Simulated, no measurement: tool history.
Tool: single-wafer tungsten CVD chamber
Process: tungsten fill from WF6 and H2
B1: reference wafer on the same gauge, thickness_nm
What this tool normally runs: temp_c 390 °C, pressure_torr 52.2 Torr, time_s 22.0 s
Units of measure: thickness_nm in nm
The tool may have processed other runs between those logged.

{"run": 1, "day": 0.0, "temp_c": 390, "pressure_torr": 62.3, "time_s": 22.0, "B1": 67.561, "thickness_nm": 77.504}
{"run": 2, "day": 1.8, "temp_c": 390, "pressure_torr": 62.3, "time_s": 22.0, "B1": 67.613, "thickness_nm": 77.485}
{"run": 3, "day": 3.746, "temp_c": 390, "pressure_torr": 62.3, "time_s": 22.0, "B1": 67.653, "thickness_nm": 77.563}
{"run": 4, "day": 6.446, "temp_c": 390, "pressure_torr": 52.2, "time_s": 22.0, "B1": 67.799, "thickness_nm": 72.796}
{"run": 5, "day": 8.933, "temp_c": 390, "pressure_torr": 52.2, "time_s": 22.0, "B1": 67.878, "thickness_nm": 72.918}
{"run": 6, "day": 10.258, "temp_c": 390, "pressure_torr": 52.2, "time_s": 22.0, "B1": 67.915, "thickness_nm": 72.708}
{"run": 7, "day": 12.629, "temp_c": 390, "pressure_torr": 49.2, "time_s": 22.0, "B1": 67.955, "thickness_nm": 71.353}
{"run": 8, "day": 13.975, "temp_c": 390, "pressure_torr": 49.2, "time_s": 22.0, "B1": 68.002, "thickness_nm": 71.583}
{"run": 9, "day": 16.612, "temp_c": 390, "pressure_torr": 52.2, "time_s": 22.0, "B1": 68.071, "thickness_nm": 73.186}
{"day": 17.838, "done": "capacitance manometer re-zeroed and calibrated"}
{"day": 18.179, "done": "gauge calibrated"}
{"day": 19.479, "done": "thermocouple changed; heater temperature recalibrated"}
{"run": 10, "day": 19.5, "temp_c": 390, "pressure_torr": 52.2, "time_s": 19.5, "B1": 67.605, "thickness_nm": 64.521}
{"day": 22.096, "done": "showerhead replaced"}
{"run": 11, "day": 22.117, "temp_c": 385, "pressure_torr": 52.2, "time_s": 22.0, "B1": 67.668, "thickness_nm": 66.617}
{"run": 12, "day": 22.812, "temp_c": 390, "pressure_torr": 52.2, "time_s": 22.0, "B1": 67.72, "thickness_nm": 72.591}
{"run": 13, "day": 24.05, "temp_c": 390, "pressure_torr": 62.3, "time_s": 22.0, "B1": 67.745, "thickness_nm": 77.626}
{"run": 14, "day": 25.25, "temp_c": 402, "pressure_torr": 47.4, "time_s": 26.3, "B1": 67.754, "thickness_nm": 103.192}
{"run": 15, "day": 27.067, "temp_c": 390, "pressure_torr": 52.2, "time_s": 22.0, "B1": 67.803, "thickness_nm": 72.844}
{"run": 16, "day": 28.312, "temp_c": 390, "pressure_torr": 63.9, "time_s": 22.0, "B1": 67.851, "thickness_nm": 78.25}
{"run": 17, "day": 30.45, "temp_c": 394, "pressure_torr": 52.2, "time_s": 23.9, "B1": 67.916, "thickness_nm": 85.12}
{"run": 18, "day": 34.546, "temp_c": 397, "pressure_torr": 61.8, "time_s": 25.1, "B1": 68.05, "thickness_nm": 100.195}

List, for all runs, the conditions of the tool that the log does not record:
wafer temperature above the value expected at the setpoint (K): 0 across all the runs
true pressure above the setpoint (%): 0 across all the runs
H1: gauge reads high (%)
run=1 H1=-0.0273
run=2 H1=0.0554
run=3 H1=0.145
run=4 H1=0.269
run=5 H1=0.383
run=6 H1=0.444
run=7 H1=0.553
run=8 H1=0.615
run=9 H1=0.736
run=10 H1=-0.0312
run=11 H1=0.0891
run=12 H1=0.121
run=13 H1=0.178
run=14 H1=0.233
run=15 H1=0.317
run=16 H1=0.374
run=17 H1=0.472
run=18 H1=0.66
